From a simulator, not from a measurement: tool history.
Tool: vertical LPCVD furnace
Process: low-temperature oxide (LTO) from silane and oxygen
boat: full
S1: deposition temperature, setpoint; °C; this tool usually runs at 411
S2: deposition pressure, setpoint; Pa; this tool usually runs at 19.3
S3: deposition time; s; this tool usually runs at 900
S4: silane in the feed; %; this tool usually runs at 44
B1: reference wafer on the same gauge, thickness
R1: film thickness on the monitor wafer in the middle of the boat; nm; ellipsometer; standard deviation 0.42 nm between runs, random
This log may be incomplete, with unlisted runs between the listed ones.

run 1 day=0 | S1=416 S2=19.3 S3=900 S4=44 | B1=149.93 | R1=129.08
run 2 day=3.433 | S1=416 S2=19.3 S3=900 S4=44 | B1=149.95 | R1=128.24
run 3 day=6.225 | S1=411 S2=19.3 S3=900 S4=44 | B1=150.2 | R1=122.91
run 4 day=9.254 | S1=411 S2=18 S3=900 S4=44 | B1=150.21 | R1=113.89
run 5 day=11.25 | S1=411 S2=18 S3=900 S4=44 | B1=149.96 | R1=114.63
run 6 day=13.325 | S1=411 S2=18 S3=900 S4=44 | B1=150.12 | R1=114.23
run 7 day=15.533 | S1=404 S2=19.3 S3=900 S4=44 | B1=150.04 | R1=113.47
run 8 day=19.525 | S1=411 S2=19.3 S3=1140 S4=44 | B1=149.98 | R1=154.95
run 9 day=22.229 | S1=411 S2=19.3 S3=1140 S4=44 | B1=150.13 | R1=154.83
run 10 day=23.892 | S1=411 S2=19.3 S3=1140 S4=44 | B1=150 | R1=154.41
run 11 day=28.017 | S1=411 S2=19.3 S3=900 S4=44 | B1=150.06 | R1=122.42
run 12 day=30.033 | S1=411 S2=19.3 S3=900 S4=44 | B1=150.09 | R1=121.86
run 13 day=32.65 | S1=411 S2=19.3 S3=900 S4=49 | B1=150.1 | R1=135.29
run 14 day=34.646 | S1=406 S2=19.3 S3=900 S4=37 | B1=149.9 | R1=93.35
run 15 day=37.867 | S1=411 S2=19.3 S3=900 S4=38 | B1=150.03 | R1=101.84
-- day=40.304 pressure gauge zeroed
run 16 day=42.112 | S1=411 S2=19.3 S3=900 S4=44 | B1=150.01 | R1=121.53
-- day=47.629 silane flow controller replaced
run 17 day=50.617 | S1=411 S2=19.3 S3=900 S4=44 | B1=150.02 | R1=125.05
-- day=54.5 thermocouples replaced and temperature profile calibrated
run 18 day=55.021 | S1=411 S2=19.3 S3=900 S4=44 | B1=149.94 | R1=126.26
run 19 day=58.808 | S1=411 S2=19.3 S3=900 S4=44 | B1=149.93 | R1=125.27
-- day=60.092 gauge calibrated
run 20 day=61.067 | S1=411 S2=18 S3=900 S4=44 | B1=149.96 | R1=116.5
run 21 day=65.554 | S1=411 S2=22.7 S3=690 S4=37 | B1=149.92 | R1=92.17
run 22 day=69.617 | S1=411 S2=14.7 S3=900 S4=39 | B1=149.97 | R1=82.54
run 23 day=72.917 | S1=411 S2=19.3 S3=900 S4=44 | B1=150.05 | R1=124.14
run 24 day=76.788 | S1=411 S2=22.7 S3=600 S4=50 | B1=149.97 | R1=109.27

What if the next run were any one of these 4? Each begins from the tool's condition after run 24:
run A day=76.942 | S1=411 S2=23.3 S3=900 S4=44 | B1=? | R1=?
run B day=76.942 | S1=411 S2=19.3 S3=900 S4=41 | B1=? | R1=?
run C day=76.942 | S1=404 S2=15.3 S3=1080 S4=41 | B1=? | R1=?
run D day=76.942 | S1=411 S2=16 S3=780 S4=44 | B1=? | R1=?

run=A B1=150.05 R1=151.14
run=B B1=150.05 R1=115.99
run=C B1=150.05 R1=102.46
run=D B1=150.05 R1=89.82
What these runs would have given with no unlogged condition in the tool:
run=A R1=152.1
run=B R1=116.84
run=C R1=103.23
run=D R1=90.39

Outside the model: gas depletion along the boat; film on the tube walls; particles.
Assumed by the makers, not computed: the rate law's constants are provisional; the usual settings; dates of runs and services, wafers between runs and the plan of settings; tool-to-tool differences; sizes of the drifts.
